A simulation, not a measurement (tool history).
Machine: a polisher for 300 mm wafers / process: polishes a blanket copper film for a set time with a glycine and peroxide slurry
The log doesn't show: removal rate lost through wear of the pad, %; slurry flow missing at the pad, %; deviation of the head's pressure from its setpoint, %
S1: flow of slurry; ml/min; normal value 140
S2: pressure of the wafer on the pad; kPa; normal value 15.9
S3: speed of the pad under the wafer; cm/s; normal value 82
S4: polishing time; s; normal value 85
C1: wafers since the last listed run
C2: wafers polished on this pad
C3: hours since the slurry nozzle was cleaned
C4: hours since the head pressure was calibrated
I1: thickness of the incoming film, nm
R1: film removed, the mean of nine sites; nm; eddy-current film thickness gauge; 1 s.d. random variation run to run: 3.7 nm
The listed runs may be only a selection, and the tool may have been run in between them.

run,hour,S1,S2,S3,S4,C1,C2,C3,C4,I1,R1
1,0,140,15.9,82,85,0,914,41.7,212.8,2361.1,288.8
2,7.4,140,15.9,82,85,79,994,49.1,220.2,2405.1,288.6
3,17.8,140,15.9,82,85,111,1106,59.5,230.6,2355.3,291.5
4,33.3,155,15.9,82,85,166,1272,75,246.1,2387.2,294.7
5,39.7,155,15.9,82,85,68,1341,81.4,252.5,2397.6,290.3
# hour 52.4: worn pad replaced by a new one
6,52.9,170,15.9,82,85,98,5,94.6,265.7,2344.7,290.7
7,70.3,170,15.9,82,85,186,192,112,283.1,2419.7,296.9
8,76.3,140,15.9,82,85,64,257,118,289.1,2373,281.7
9,88.2,140,15.9,82,85,127,384,129.9,301,2369.2,289.6
10,94.9,140,15.9,82,85,71,456,136.6,307.7,2382.7,282.5
11,102.6,140,15.9,60,85,82,539,144.3,315.4,2345.1,246.5
12,120.4,140,15.9,60,85,191,730,162.1,333.2,2376.6,237.3
13,135.9,140,15.9,82,85,166,897,177.6,348.7,2391.6,285.3
14,143.5,140,15.9,106,85,81,978,185.2,356.3,2399.5,332.4
15,160.2,155,11.7,82,85,179,1158,201.9,373,2380.1,241.5
# hour 176.8: slurry nozzle cleaned
# hour 177.1: worn pad replaced by a new one
16,177.6,115,20.7,82,114,172,5,0.8,390.4,2377.5,445.4
17,184.6,95,15.9,82,85,75,80,7.8,397.4,2381.9,267.4
18,193.8,95,15.9,82,85,98,179,17,406.6,2389.8,265.8
19,200.8,140,13.8,82,105,75,254,24,413.6,2409.8,318.4
20,210,180,15.9,82,85,98,353,33.2,422.8,2376.2,298.9
# hour 221.9: head pressure recalibrated
21,224.6,140,15.9,82,85,135,488,47.8,2.7,2408,288.7
22,233.9,120,19.3,98,85,99,588,57.1,12,2346.2,349.2
23,250.6,110,11,68,56,179,768,73.8,28.7,2385.1,131.3
24,261.4,140,15.9,82,85,116,884,84.6,39.5,2373.9,285.5
25,278.3,140,15.9,82,85,181,1065,101.5,56.4,2356.3,288.2

Expected results for the next run?
# hour 284.9: worn pad replaced by a new one
26,293.6,140,15.9,82,58,121,93,116.8,71.7,2391.1,?

Run 26 measured R1 199.7 nm.
Had the tool carried no hidden state, the very same run would have given R1 199.7 nm.
